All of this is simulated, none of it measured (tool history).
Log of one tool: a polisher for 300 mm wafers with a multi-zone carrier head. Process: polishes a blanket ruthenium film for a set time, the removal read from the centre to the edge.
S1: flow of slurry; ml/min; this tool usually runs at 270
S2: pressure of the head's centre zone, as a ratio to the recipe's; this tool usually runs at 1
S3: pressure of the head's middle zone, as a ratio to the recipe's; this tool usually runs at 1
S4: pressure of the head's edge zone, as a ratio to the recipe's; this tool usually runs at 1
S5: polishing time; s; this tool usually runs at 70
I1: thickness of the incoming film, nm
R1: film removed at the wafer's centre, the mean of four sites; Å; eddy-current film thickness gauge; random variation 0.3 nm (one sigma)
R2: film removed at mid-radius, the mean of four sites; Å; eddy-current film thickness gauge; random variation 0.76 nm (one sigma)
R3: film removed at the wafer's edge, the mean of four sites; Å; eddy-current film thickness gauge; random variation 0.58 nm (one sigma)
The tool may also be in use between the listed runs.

| run | hour | S1 | S2 | S3 | S4 | S5 | I1 | R1 | R2 | R3 |
|---|---|---|---|---|---|---|---|---|---|---|
| 1 | 0 | 270 | 1 | 1 | 1 | 70 | 624.1 | 470 | 464 | 480 |
|  | 11.1 | centre zone pressure recalibrated |
| 2 | 15.3 | 270 | 1 | 1 | 1 | 70 | 639 | 459 | 485 | 483 |
| 3 | 40.9 | 245 | 1 | 0.91 | 1 | 70 | 630.3 | 464 | 454 | 483 |
|  | 57.8 | slurry nozzle cleaned |
| 4 | 69.6 | 320 | 0.89 | 1 | 1 | 70 | 635.7 | 425 | 482 | 476 |
|  | 85.1 | worn pad replaced by a new one |
| 5 | 100 | 270 | 0.93 | 1 | 1 | 85 | 630.7 | 559 | 601 | 602 |
| 6 | 116 | 270 | 1 | 1 | 1 | 70 | 631.9 | 483 | 506 | 480 |
| 7 | 144.4 | 270 | 1.06 | 1 | 1 | 89 | 635.8 | 628 | 605 | 611 |
| 8 | 160.7 | 235 | 0.97 | 1 | 0.91 | 70 | 633.5 | 452 | 469 | 449 |
|  | 190.2 | edge zone pressure recalibrated |
| 9 | 195.6 | 270 | 1.12 | 1 | 0.91 | 70 | 633 | 511 | 479 | 462 |
| 10 | 211.7 | 270 | 1 | 1 | 1 | 70 | 626.9 | 461 | 480 | 472 |
| 11 | 239 | 270 | 1 | 1 | 1 | 70 | 631.9 | 464 | 479 | 468 |
| 12 | 258.8 | 305 | 1 | 1 | 1 | 70 | 635.9 | 466 | 484 | 478 |
|  | 286.5 | worn pad replaced by a new one |
| 13 | 289.2 | 270 | 1 | 1 | 1.03 | 60 | 639.5 | 431 | 451 | 453 |
| 14 | 313.5 | 195 | 1.1 | 1.08 | 1 | 61 | 630.4 | 445 | 447 | 424 |
| 15 | 341.9 | 270 | 1 | 1 | 1 | 70 | 630.9 | 481 | 498 | 481 |
| 16 | 361.6 | 270 | 1.11 | 1 | 1 | 70 | 632.3 | 513 | 479 | 487 |
| 17 | 377.2 | 270 | 0.97 | 1 | 1.11 | 70 | 636.6 | 459 | 490 | 517 |
| 18 | 390.2 | 270 | 1 | 1 | 1 | 70 | 636.3 | 468 | 482 | 489 |
| 19 | 411.2 | 270 | 1 | 1.09 | 1 | 70 | 632.6 | 470 | 522 | 481 |
| 20 | 438.4 | 270 | 1 | 1 | 1 | 70 | 621 | 464 | 478 | 478 |
| 21 | 458.1 | 340 | 1 | 0.97 | 0.94 | 61 | 623.3 | 418 | 418 | 411 |
|  | 481.7 | worn pad replaced by a new one |
| 22 | 482.2 | 270 | 1 | 1 | 1 | 70 | 624.7 | 499 | 511 | 521 |
| 23 | 510.5 | 230 | 1.06 | 0.91 | 1 | 80 | 622.1 | 567 | 527 | 557 |

Predict each of these 3 candidate next runs independently; none follows another, all start after run 23:
| A | 510.9 | 270 | 1.03 | 1 | 1 | 70 | 634.6 | ? | ? | ? |
| B | 510.9 | 215 | 0.95 | 1 | 1 | 57 | 634.6 | ? | ? | ? |
| C | 510.9 | 270 | 1.09 | 1.07 | 1 | 49 | 634.6 | ? | ? | ? |

| run | R1 | R2 | R3 |
|---|---|---|---|
| A | 500 | 499 | 500 |
| B | 371 | 396 | 399 |
| C | 366 | 369 | 350 |
What these runs would have given with no unlogged condition in the tool:
| run | R1 | R2 | R3 |
|---|---|---|---|
| A | 515 | 515 | 515 |
| B | 382 | 409 | 412 |
| C | 378 | 381 | 360 |
